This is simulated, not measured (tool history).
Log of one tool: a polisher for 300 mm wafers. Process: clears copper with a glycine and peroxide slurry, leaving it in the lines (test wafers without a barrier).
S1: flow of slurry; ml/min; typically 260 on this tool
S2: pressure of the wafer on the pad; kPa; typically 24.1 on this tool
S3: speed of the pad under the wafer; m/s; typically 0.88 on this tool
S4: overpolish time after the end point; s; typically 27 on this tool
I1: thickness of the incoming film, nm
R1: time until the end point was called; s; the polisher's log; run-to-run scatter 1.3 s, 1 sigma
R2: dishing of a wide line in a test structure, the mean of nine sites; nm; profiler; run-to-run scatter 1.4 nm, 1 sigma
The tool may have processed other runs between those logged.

run 1 hour=0.0 | S1=260 S2=18.6 S3=0.88 S4=27 | I1=436.0 | R1=101.8 R2=61.6
run 2 hour=13.3 | S1=260 S2=18.6 S3=0.88 S4=21 | I1=431.3 | R1=101.5 R2=51.2
run 3 hour=28.6 | S1=260 S2=24.1 S3=0.88 S4=27 | I1=436.8 | R1=89.6 R2=70.7
run 4 hour=38.2 | S1=260 S2=24.1 S3=0.88 S4=27 | I1=433.7 | R1=86.9 R2=71.6
run 5 hour=53.8 | S1=260 S2=24.1 S3=0.88 S4=27 | I1=434.0 | R1=91.3 R2=66.7
run 6 hour=70.2 | S1=260 S2=24.1 S3=0.88 S4=27 | I1=436.2 | R1=94.9 R2=67.2
run 7 hour=76.4 | S1=260 S2=24.1 S3=0.88 S4=27 | I1=432.0 | R1=95.1 R2=65.8
run 8 hour=85.7 | S1=260 S2=24.1 S3=0.88 S4=27 | I1=438.0 | R1=97.7 R2=63.9
-- hour=95.1 worn pad replaced by a new one
run 9 hour=101.9 | S1=260 S2=24.1 S3=0.88 S4=27 | I1=435.7 | R1=87.2 R2=72.9
run 10 hour=115.6 | S1=260 S2=24.1 S3=0.88 S4=27 | I1=438.1 | R1=88.1 R2=69.6
run 11 hour=126.4 | S1=260 S2=26.2 S3=0.88 S4=21 | I1=428.7 | R1=82.2 R2=63.2
run 12 hour=141.0 | S1=295 S2=28.3 S3=0.88 S4=27 | I1=433.1 | R1=77.0 R2=76.2
run 13 hour=147.6 | S1=185 S2=24.1 S3=1.12 S4=27 | I1=440.4 | R1=76.9 R2=79.0
run 14 hour=162.6 | S1=310 S2=15.9 S3=0.88 S4=27 | I1=435.8 | R1=117.9 R2=55.2
run 15 hour=175.9 | S1=295 S2=28.3 S3=0.88 S4=27 | I1=427.1 | R1=81.9 R2=74.0
-- hour=186.9 head pressure recalibrated
run 16 hour=187.4 | S1=235 S2=24.1 S3=0.64 S4=40 | I1=441.7 | R1=127.8 R2=72.7
-- hour=200.9 worn pad replaced by a new one
run 17 hour=201.4 | S1=205 S2=24.1 S3=0.88 S4=27 | I1=427.6 | R1=85.5 R2=69.2
run 18 hour=216.3 | S1=235 S2=24.1 S3=0.74 S4=12 | I1=434.7 | R1=102.6 R2=32.9
-- hour=218.1 slurry nozzle cleaned
run 19 hour=231.8 | S1=260 S2=21.4 S3=1.02 S4=27 | I1=436.8 | R1=82.7 R2=72.1
run 20 hour=262.6 | S1=260 S2=24.1 S3=0.88 S4=27 | I1=431.3 | R1=87.5 R2=70.3
run 21 hour=279.6 | S1=180 S2=24.1 S3=0.66 S4=27 | I1=437.7 | R1=123.3 R2=55.4
run 22 hour=294.2 | S1=260 S2=29.0 S3=1.00 S4=27 | I1=440.2 | R1=75.2 R2=77.3
-- hour=301.7 worn pad replaced by a new one
run 23 hour=308.5 | S1=260 S2=24.1 S3=0.88 S4=27 | I1=437.1 | R1=86.3 R2=72.6

Here are 4 independent what-if runs from the current tool condition. What would each one return?
run A hour=308.9 | S1=260 S2=15.9 S3=0.88 S4=27 | I1=431.3 | R1=? R2=?
run B hour=308.9 | S1=310 S2=18.6 S3=0.74 S4=27 | I1=431.3 | R1=? R2=?
run C hour=308.9 | S1=235 S2=24.1 S3=1.14 S4=36 | I1=431.3 | R1=? R2=?
run D hour=308.9 | S1=290 S2=24.1 S3=0.88 S4=27 | I1=431.3 | R1=? R2=?

run=A R1=110.4 R2=57.0
run=B R1=112.9 R2=56.8
run=C R1=68.2 R2=97.2
run=D R1=83.3 R2=71.7
With the hidden condition removed and each run's random variation left untouched, the same runs would have given:
run=A R1=109.7 R2=57.2
run=B R1=112.2 R2=57.0
run=C R1=67.7 R2=97.5
run=D R1=82.7 R2=72.1

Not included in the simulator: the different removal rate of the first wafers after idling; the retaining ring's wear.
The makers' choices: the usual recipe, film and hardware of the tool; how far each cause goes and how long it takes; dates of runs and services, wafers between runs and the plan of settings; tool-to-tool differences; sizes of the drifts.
